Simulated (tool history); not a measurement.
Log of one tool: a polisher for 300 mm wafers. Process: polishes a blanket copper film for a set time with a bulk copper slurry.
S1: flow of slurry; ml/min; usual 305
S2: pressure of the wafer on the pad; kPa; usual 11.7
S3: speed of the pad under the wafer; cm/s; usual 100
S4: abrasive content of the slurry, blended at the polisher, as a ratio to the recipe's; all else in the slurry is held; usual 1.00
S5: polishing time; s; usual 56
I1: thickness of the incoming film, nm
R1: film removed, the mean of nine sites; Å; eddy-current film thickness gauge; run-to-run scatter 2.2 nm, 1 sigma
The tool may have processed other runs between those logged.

run,hour,S1,S2,S3,S4,S5,I1,R1
1,0.0,305,11.7,100,1.00,56,3474.3,3047
2,80.3,305,11.7,100,1.00,56,3492.5,3049
3,130.7,305,11.7,100,1.00,56,3427.7,3019
4,171.8,305,11.7,92,1.00,56,3465.4,2805
5,388.1,305,11.7,92,1.00,56,3441.3,2772
6,474.2,305,11.7,100,1.00,56,3477.7,2997
7,534.3,305,11.7,100,1.00,56,3409.3,3009
8,610.5,305,11.7,100,1.00,56,3398.8,3002
9,679.7,305,11.7,100,1.00,56,3431.1,2960
10,786.7,305,11.7,112,1.15,56,3505.2,3510
11,877.6,215,11.7,100,1.00,56,3421.2,2834
12,948.0,305,11.7,100,0.90,56,3472.4,2967
13,1051.5,305,10.3,100,0.85,65,3465.1,2963
14,1103.7,305,9.0,114,1.00,56,3500.6,2699
15,1192.9,405,15.2,136,1.00,56,3427.1,5520
16,1237.7,305,11.7,80,1.00,56,3509.8,2484
17,1313.6,305,11.7,100,1.00,56,3528.7,3086
18,1410.7,305,11.7,100,0.75,49,3417.5,2391
19,1502.1,305,11.7,110,1.00,56,3464.1,3389
20,1585.2,305,10.3,100,0.85,65,3490.5,2931
21,1663.2,220,11.7,100,1.00,56,3424.7,2970
22,1880.6,305,11.7,100,1.00,75,3455.1,4000
23,1916.8,340,11.7,100,1.00,39,3509.0,2116
24,2009.6,305,11.7,100,1.10,56,3394.5,3139
25,2102.6,350,11.7,100,1.00,76,3475.3,4156
26,2161.7,380,11.7,100,1.00,56,3496.4,3076
27,2220.5,305,14.5,100,0.90,56,3506.6,3547
28,2480.5,305,11.7,100,1.00,56,3467.7,3059
29,2550.0,405,15.2,136,1.00,56,3459.5,5628
30,2590.9,335,11.7,84,0.75,56,3442.5,2365

Between the runs listed above, the log contained 13 entries, not reproduced here. Where in the sequence does each belong, and how does what the log doesn't record of the tool's condition differ from the listed run before to the listed run after?
Runs 1 to 2: slurry blender recalibrated (hour 58.6)
  deviation of the head's pressure from its setpoint, %: -1.4 -> -1.6
  measured less the result without the state, R1: -44 -> -49 Å
Runs 4 to 5: worn pad replaced by a new one (hour 287.8)
  deviation of the head's pressure from its setpoint, %: -1.85 -> -2.59
  measured less the result without the state, R1: -53 -> -74 Å
Runs 5 to 6: slurry nozzle cleaned (hour 459.3)
  deviation of the head's pressure from its setpoint, %: -2.59 -> -2.94
  measured less the result without the state, R1: -74 -> -90 Å
Runs 9 to 10: slurry blender recalibrated (hour 767.1)
  deviation of the head's pressure from its setpoint, %: -3.9 -> -4.47
  measured less the result without the state, R1: -120 -> -164 Å
Runs 11 to 12: head pressure recalibrated (hour 884.7)
  deviation of the head's pressure from its setpoint, %: -4.99 -> 0.05
  measured less the result without the state, R1: -149 -> +1 Å
Runs 12 to 13: worn pad replaced by a new one (hour 987.0)
  deviation of the head's pressure from its setpoint, %: 0.05 -> 0.000564
  measured less the result without the state, R1: +1 -> +0 Å
Runs 17 to 18: slurry nozzle cleaned (hour 1347.7)
  deviation of the head's pressure from its setpoint, %: -0.323 -> -0.516
  measured less the result without the state, R1: -10 -> -13 Å
Runs 20 to 21: slurry blender recalibrated (hour 1598.7)
  deviation of the head's pressure from its setpoint, %: -0.96 -> -1.2
  measured less the result without the state, R1: -29 -> -36 Å
Runs 21 to 22: worn pad replaced by a new one (hour 1844.7)
  deviation of the head's pressure from its setpoint, %: -1.2 -> -2
  measured less the result without the state, R1: -36 -> -82 Å
Runs 24 to 25: slurry nozzle cleaned (hour 2053.6)
  deviation of the head's pressure from its setpoint, %: -2.57 -> -3.02
  measured less the result without the state, R1: -83 -> -129 Å
Runs 27 to 28: head pressure recalibrated (hour 2357.6); slurry blender recalibrated (hour 2401.6)
  deviation of the head's pressure from its setpoint, %: -3.64 -> 0.384
  measured less the result without the state, R1: -134 -> +11 Å
Runs 29 to 30: worn pad replaced by a new one (hour 2567.0)
  deviation of the head's pressure from its setpoint, %: 0.338 -> 0.302
  measured less the result without the state, R1: +19 -> +8 Å
